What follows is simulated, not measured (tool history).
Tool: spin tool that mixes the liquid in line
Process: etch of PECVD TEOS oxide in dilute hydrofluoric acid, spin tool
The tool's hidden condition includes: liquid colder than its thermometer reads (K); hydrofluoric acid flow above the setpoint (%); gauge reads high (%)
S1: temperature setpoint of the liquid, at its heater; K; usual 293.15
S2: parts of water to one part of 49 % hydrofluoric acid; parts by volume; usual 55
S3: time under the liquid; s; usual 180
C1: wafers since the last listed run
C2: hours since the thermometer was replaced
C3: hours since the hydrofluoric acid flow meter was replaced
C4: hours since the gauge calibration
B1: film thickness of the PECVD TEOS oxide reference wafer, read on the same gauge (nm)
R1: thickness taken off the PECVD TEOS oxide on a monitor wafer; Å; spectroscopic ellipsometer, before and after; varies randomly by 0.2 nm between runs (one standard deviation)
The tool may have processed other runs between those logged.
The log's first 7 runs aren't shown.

-- hour=67.0 gauge calibrated
run 8 hour=68.7 | S1=293.15 S2=55 S3=150 | C1=36 C2=1989.9 C3=11.6 C4=1.7 | B1=69.99 | R1=314.2
run 9 hour=83.0 | S1=293.15 S2=70 S3=145 | C1=79 C2=2004.2 C3=25.9 C4=16.0 | B1=70.01 | R1=235.8
run 10 hour=97.3 | S1=293.15 S2=70 S3=145 | C1=79 C2=2018.5 C3=40.2 C4=30.3 | B1=70.02 | R1=235.4
run 11 hour=104.5 | S1=295.15 S2=55 S3=260 | C1=40 C2=2025.7 C3=47.4 C4=37.5 | B1=70.00 | R1=591.3
run 12 hour=121.7 | S1=295.15 S2=55 S3=260 | C1=95 C2=2042.9 C3=64.6 C4=54.7 | B1=70.00 | R1=590.0
run 13 hour=132.3 | S1=293.15 S2=55 S3=180 | C1=59 C2=2053.5 C3=75.2 C4=65.3 | B1=70.03 | R1=375.7
run 14 hour=141.5 | S1=297.65 S2=65 S3=230 | C1=51 C2=2062.7 C3=84.4 C4=74.5 | B1=69.96 | R1=488.0
run 15 hour=149.5 | S1=293.15 S2=55 S3=180 | C1=44 C2=2070.7 C3=92.4 C4=82.5 | B1=70.04 | R1=376.0
run 16 hour=159.3 | S1=290.65 S2=45 S3=90 | C1=54 C2=2080.5 C3=102.2 C4=92.3 | B1=70.04 | R1=211.5
run 17 hour=170.0 | S1=293.15 S2=65 S3=215 | C1=59 C2=2091.2 C3=112.9 C4=103.0 | B1=69.96 | R1=378.0
-- hour=175.7 thermometer replaced
run 18 hour=185.7 | S1=293.15 S2=55 S3=110 | C1=81 C2=10.0 C3=128.6 C4=118.7 | B1=70.01 | R1=262.5
run 19 hour=198.6 | S1=295.65 S2=80 S3=80 | C1=71 C2=22.9 C3=141.5 C4=131.6 | B1=69.98 | R1=142.1
run 20 hour=206.7 | S1=290.15 S2=70 S3=180 | C1=45 C2=31.0 C3=149.6 C4=139.7 | B1=69.96 | R1=293.9
run 21 hour=214.8 | S1=293.15 S2=55 S3=180 | C1=45 C2=39.1 C3=157.7 C4=147.8 | B1=70.01 | R1=428.2
run 22 hour=222.9 | S1=293.15 S2=35 S3=280 | C1=45 C2=47.2 C3=165.8 C4=155.9 | B1=70.05 | R1=1075.3
run 23 hour=235.5 | S1=293.15 S2=55 S3=150 | C1=70 C2=59.8 C3=178.4 C4=168.5 | B1=70.02 | R1=358.7
run 24 hour=245.5 | S1=293.15 S2=55 S3=180 | C1=55 C2=69.8 C3=188.4 C4=178.5 | B1=70.01 | R1=428.5
run 25 hour=252.6 | S1=293.15 S2=55 S3=180 | C1=39 C2=76.9 C3=195.5 C4=185.6 | B1=69.96 | R1=431.1
run 26 hour=269.3 | S1=297.65 S2=70 S3=135 | C1=93 C2=93.6 C3=212.2 C4=202.3 | B1=70.03 | R1=301.3
run 27 hour=276.6 | S1=293.15 S2=55 S3=180 | C1=40 C2=100.9 C3=219.5 C4=209.6 | B1=69.96 | R1=429.6
run 28 hour=286.9 | S1=293.15 S2=55 S3=180 | C1=57 C2=111.2 C3=229.8 C4=219.9 | B1=70.01 | R1=434.9
run 29 hour=298.2 | S1=293.15 S2=55 S3=180 | C1=62 C2=122.5 C3=241.1 C4=231.2 | B1=70.00 | R1=430.4
run 30 hour=308.9 | S1=293.15 S2=35 S3=125 | C1=59 C2=133.2 C3=251.8 C4=241.9 | B1=69.97 | R1=477.7
run 31 hour=324.8 | S1=297.15 S2=55 S3=95 | C1=88 C2=149.1 C3=267.7 C4=257.8 | B1=70.01 | R1=267.6

What does the tool deliver on the next run?
run 32 hour=337.5 | S1=290.65 S2=70 S3=120 | C1=70 C2=161.8 C3=280.4 C4=270.5 | B1=? | R1=?

B1: 70.05
R1: 200.6 Å
With the hidden condition absent and the run-to-run variation left alone, this run would have shown R1 195.7 Å.
